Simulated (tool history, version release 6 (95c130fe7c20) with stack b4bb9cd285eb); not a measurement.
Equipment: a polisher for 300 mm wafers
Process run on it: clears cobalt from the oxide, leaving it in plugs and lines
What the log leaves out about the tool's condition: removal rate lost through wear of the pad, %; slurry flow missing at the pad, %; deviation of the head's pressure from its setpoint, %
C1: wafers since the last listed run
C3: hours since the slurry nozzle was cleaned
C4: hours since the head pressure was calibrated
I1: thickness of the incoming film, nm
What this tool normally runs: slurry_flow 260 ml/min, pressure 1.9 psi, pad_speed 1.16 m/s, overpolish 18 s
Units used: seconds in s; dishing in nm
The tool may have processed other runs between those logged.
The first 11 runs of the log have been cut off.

Run 12, hour 531.4: usual settings but slurry_flow 325 ml/min, pressure 2.5 psi, pad_speed 1.28 m/s, overpolish 8 s; C1 458; wafers polished on this pad 1781; C3 339.3; C4 768.3; I1 388.2. Result: seconds 57.2 s, dishing 36.4 nm.
Run 13, hour 601: usual settings but pressure 1.2 psi; C1 686; wafers polished on this pad 2467; C3 408.9; C4 837.9; I1 376.8. Result: seconds 136.2 s, dishing 34.5 nm.
Run 14, hour 651.5: usual settings; C1 497; wafers polished on this pad 2965; C3 459.4; C4 888.4; I1 377. Result: seconds 85.4 s, dishing 43.7 nm.
Run 15, hour 717.4: usual settings; C1 649; wafers polished on this pad 3615; C3 525.3; C4 954.3; I1 380.8. Result: seconds 88.2 s, dishing 42.2 nm.
At hour 724.1: slurry nozzle cleaned.
Run 16, hour 759.1: usual settings but slurry_flow 175 ml/min, pressure 2.1 psi, pad_speed 1.36 m/s, overpolish 28 s; C1 401; wafers polished on this pad 4016; C3 35; C4 996; I1 377.5. Result: seconds 71 s, dishing 56.7 nm.
Run 17, hour 815.9: usual settings; C1 559; wafers polished on this pad 4576; C3 91.8; C4 1052.8; I1 374.6. Result: seconds 88.1 s, dishing 43.5 nm.
Run 18, hour 859.4: usual settings but slurry_flow 315 ml/min, pad_speed 1.3 m/s; C1 428; wafers polished on this pad 5005; C3 135.3; C4 1096.3; I1 379.2. Result: seconds 77.6 s, dishing 44.3 nm.
At hour 865.5: head pressure recalibrated.
Run 19, hour 925.1: usual settings but pad_speed 1.26 m/s, overpolish 23 s; C1 627; wafers polished on this pad 5633; C3 201; C4 59.6; I1 375.5. Result: seconds 83 s, dishing 50 nm.
At hour 939.6: worn pad replaced by a new one.
Run 20, hour 955.4: usual settings; C1 259; wafers polished on this pad 155; C3 231.3; C4 89.9; I1 381.1. Result: seconds 79.9 s, dishing 46.9 nm.
Run 21, hour 1008.9: usual settings but slurry_flow 200 ml/min, pressure 2.3 psi; C1 527; wafers polished on this pad 683; C3 284.8; C4 143.4; I1 377.5. Result: seconds 67.7 s, dishing 48.5 nm.
Run 22, hour 1059.1: usual settings but pad_speed 1.36 m/s; C1 494; wafers polished on this pad 1178; C3 335; C4 193.6; I1 372.6. Result: seconds 69 s, dishing 50.1 nm.
Run 23, hour 1111.8: usual settings; C1 519; wafers polished on this pad 1697; C3 387.7; C4 246.3; I1 378.8. Result: seconds 81.4 s, dishing 45.9 nm.
Run 24, hour 1138.9: usual settings; C1 267; wafers polished on this pad 1964; C3 414.8; C4 273.4; I1 377.6. Result: seconds 81.9 s, dishing 44.6 nm.
At hour 1160.5: slurry nozzle cleaned.
Run 25, hour 1205.6: usual settings but pressure 2.5 psi, pad_speed 1.42 m/s; C1 647; wafers polished on this pad 2612; C3 45.1; C4 340.1; I1 383.4. Result: seconds 51.5 s, dishing 53.8 nm.
Run 26, hour 1282: usual settings but slurry_flow 325 ml/min, pressure 1.6 psi, pad_speed 1.26 m/s, overpolish 25 s; C1 753; wafers polished on this pad 3365; C3 121.5; C4 416.5; I1 380.5. Result: seconds 90.3 s, dishing 49.4 nm.
Run 27, hour 1329.3: usual settings; C1 466; wafers polished on this pad 3831; C3 168.8; C4 463.8; I1 375.2. Result: seconds 85.6 s, dishing 44.4 nm.
Run 28, hour 1356.9: usual settings but overpolish 25 s; C1 272; wafers polished on this pad 4103; C3 196.4; C4 491.4; I1 381.6. Result: seconds 86.2 s, dishing 50.8 nm.
At hour 1408.5: worn pad replaced by a new one.
Run 29, hour 1418.8: usual settings; C1 570; wafers polished on this pad 101; C3 258.3; C4 553.3; I1 383.7. Result: seconds 80.2 s, dishing 47.1 nm.
Run 30, hour 1482.9: usual settings but slurry_flow 335 ml/min, pad_speed 0.98 m/s; C1 631; wafers polished on this pad 733; C3 322.4; C4 617.4; I1 387.2. Result: seconds 96.7 s, dishing 42.1 nm.
Run 31, hour 1523.6: usual settings but slurry_flow 330 ml/min, pressure 2.1 psi, overpolish 9 s; C1 401; wafers polished on this pad 1134; C3 363.1; C4 658.1; I1 382.9. Result: seconds 71.2 s, dishing 33.8 nm.
Run 32, hour 1574.3: usual settings but pad_speed 1.56 m/s; C1 499; wafers polished on this pad 1634; C3 413.8; C4 708.8; I1 381. Result: seconds 61.3 s, dishing 52.8 nm.
Run 33, hour 1620.9: usual settings; C1 459; wafers polished on this pad 2094; C3 460.4; C4 755.4; I1 379.9. Result: seconds 83.3 s, dishing 45.7 nm.

Here are 5 independent what-if runs from the current tool condition. What would each one return?
Run A, hour 1621.3: usual settings; C1 3; wafers polished on this pad 2097; C3 460.8; C4 755.8; I1 387.5. Result: seconds ?, dishing ?.
Run B, hour 1621.3: usual settings but slurry_flow 290 ml/min, pad_speed 1.52 m/s; C1 3; wafers polished on this pad 2097; C3 460.8; C4 755.8; I1 387.5. Result: seconds ?, dishing ?.
Run C, hour 1621.3: usual settings but pad_speed 1.06 m/s; C1 3; wafers polished on this pad 2097; C3 460.8; C4 755.8; I1 387.5. Result: seconds ?, dishing ?.
Run D, hour 1621.3: usual settings but slurry_flow 185 ml/min, pressure 1.5 psi, pad_speed 1.5 m/s; C1 3; wafers polished on this pad 2097; C3 460.8; C4 755.8; I1 387.5. Result: seconds ?, dishing ?.
Run E, hour 1621.3: usual settings but pad_speed 1.52 m/s; C1 3; wafers polished on this pad 2097; C3 460.8; C4 755.8; I1 387.5. Result: seconds ?, dishing ?.

run  seconds  dishing
  A     82.7     45.1
  B     62.4       51
  C     90.5     43.1
  D     84.9     44.5
  E     63.1     50.7
With the hidden condition removed and each run's random variation left untouched, the same runs would have given:
run  seconds  dishing
  A     78.4     46.3
  B     59.1       52
  C     85.8     44.3
  D     80.5     45.7
  E     59.8     51.7
